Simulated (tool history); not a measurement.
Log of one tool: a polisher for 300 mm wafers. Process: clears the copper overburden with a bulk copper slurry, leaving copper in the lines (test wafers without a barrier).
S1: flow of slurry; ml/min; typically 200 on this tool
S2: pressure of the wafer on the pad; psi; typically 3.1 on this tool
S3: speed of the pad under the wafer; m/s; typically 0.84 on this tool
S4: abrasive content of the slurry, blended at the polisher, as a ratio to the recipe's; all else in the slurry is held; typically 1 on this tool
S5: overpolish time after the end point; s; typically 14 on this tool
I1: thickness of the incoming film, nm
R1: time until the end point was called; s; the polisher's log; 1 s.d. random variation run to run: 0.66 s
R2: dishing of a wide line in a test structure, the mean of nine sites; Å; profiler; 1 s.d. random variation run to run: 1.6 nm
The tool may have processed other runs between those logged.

| run | hour | S1 | S2 | S3 | S4 | S5 | I1 | R1 | R2 |
|---|---|---|---|---|---|---|---|---|---|
| 1 | 0 | 200 | 3.1 | 0.84 | 1 | 14 | 635.1 | 80.3 | 710 |
| 2 | 50.1 | 200 | 3.1 | 0.84 | 1 | 14 | 642 | 81.1 | 730 |
| 3 | 74.4 | 200 | 3.1 | 0.84 | 1 | 14 | 636.1 | 80.9 | 741 |
| 4 | 133.8 | 200 | 3.1 | 0.84 | 1 | 14 | 647.3 | 83.5 | 684 |
|  | 281.7 | slurry blender recalibrated |
| 5 | 301.6 | 200 | 3.1 | 0.84 | 1 | 14 | 638.5 | 80.6 | 707 |
|  | 308.5 | worn pad replaced by a new one |
| 6 | 325.7 | 200 | 3.1 | 0.84 | 1 | 14 | 651.7 | 81.3 | 726 |
| 7 | 362.8 | 230 | 3.1 | 0.84 | 1 | 14 | 629.2 | 78.5 | 764 |
| 8 | 419 | 200 | 3.1 | 0.84 | 1 | 14 | 640 | 81.6 | 739 |
| 9 | 463.7 | 200 | 3.1 | 0.84 | 1 | 14 | 636.8 | 82.3 | 731 |
|  | 464.9 | slurry nozzle cleaned |
|  | 497.7 | head pressure recalibrated |
| 10 | 563.2 | 200 | 3.1 | 0.84 | 1 | 14 | 646.2 | 85.2 | 706 |
|  | 594 | slurry blender recalibrated |
| 11 | 625.6 | 200 | 3.1 | 0.84 | 1 | 14 | 630.1 | 79.4 | 744 |
| 12 | 672.4 | 200 | 3.1 | 0.84 | 1.25 | 14 | 635.2 | 77.9 | 732 |
|  | 680.8 | worn pad replaced by a new one |
| 13 | 704.1 | 200 | 3.1 | 0.84 | 1.25 | 14 | 639.2 | 80.2 | 736 |
| 14 | 758 | 200 | 3.1 | 0.76 | 1 | 14 | 638.6 | 89.1 | 666 |
| 15 | 809.4 | 225 | 3.1 | 0.84 | 1 | 20 | 648.1 | 83.7 | 896 |
| 16 | 844.9 | 200 | 3.1 | 0.84 | 1 | 14 | 650.1 | 85.1 | 683 |
| 17 | 889.6 | 160 | 3.1 | 0.84 | 1.15 | 14 | 640 | 85.5 | 698 |
| 18 | 948.7 | 255 | 2.8 | 0.84 | 0.75 | 14 | 640 | 95.8 | 629 |
|  | 970.7 | slurry blender recalibrated |
|  | 971.3 | worn pad replaced by a new one |
| 19 | 1151.6 | 255 | 2.8 | 0.84 | 0.75 | 14 | 640.8 | 92.7 | 639 |
|  | 1153.9 | slurry nozzle cleaned |
| 20 | 1222.7 | 155 | 3.1 | 0.64 | 1.1 | 14 | 637.7 | 103.8 | 608 |
|  | 1257.6 | worn pad replaced by a new one |
| 21 | 1258.1 | 200 | 3.1 | 0.84 | 1 | 14 | 637.7 | 84.5 | 693 |
|  | 1292.3 | head pressure recalibrated |
| 22 | 1301.9 | 200 | 2.5 | 0.84 | 1 | 14 | 637.3 | 106.1 | 566 |
| 23 | 1328.5 | 200 | 3.1 | 0.84 | 1 | 14 | 644.5 | 85.3 | 703 |
|  | 1370.6 | slurry blender recalibrated |
| 24 | 1380.8 | 200 | 3.9 | 0.84 | 1 | 14 | 633.9 | 63.1 | 865 |
| 25 | 1424.9 | 200 | 3.1 | 0.84 | 1 | 14 | 639.2 | 81.2 | 720 |
| 26 | 1460.9 | 175 | 4 | 0.74 | 1.3 | 14 | 635 | 67.2 | 846 |
| 27 | 1486.1 | 200 | 3.1 | 0.84 | 1 | 14 | 643.2 | 83.6 | 698 |
|  | 1551.1 | worn pad replaced by a new one |
| 28 | 1571.4 | 200 | 3.1 | 0.92 | 1 | 14 | 638.6 | 77.2 | 756 |

4 options for the next run, each taken on its own from the tool as it stands now. Forecast them:
| A | 1571.9 | 200 | 3.1 | 0.84 | 1 | 14 | 642.5 | ? | ? |
| B | 1571.9 | 200 | 3.1 | 0.84 | 1 | 22 | 642.5 | ? | ? |
| C | 1571.9 | 200 | 3.1 | 0.84 | 1 | 21 | 642.5 | ? | ? |
| D | 1571.9 | 140 | 4.1 | 0.7 | 1.3 | 14 | 642.5 | ? | ? |

| run | R1 | R2 |
|---|---|---|
| A | 84.1 | 680 |
| B | 84.1 | 913 |
| C | 84.1 | 888 |
| D | 74.3 | 765 |
Stripped of hidden state, with their random variation kept, the same runs would have yielded:
| run | R1 | R2 |
|---|---|---|
| A | 80.5 | 701 |
| B | 80.5 | 936 |
| C | 80.5 | 911 |
| D | 71.1 | 789 |
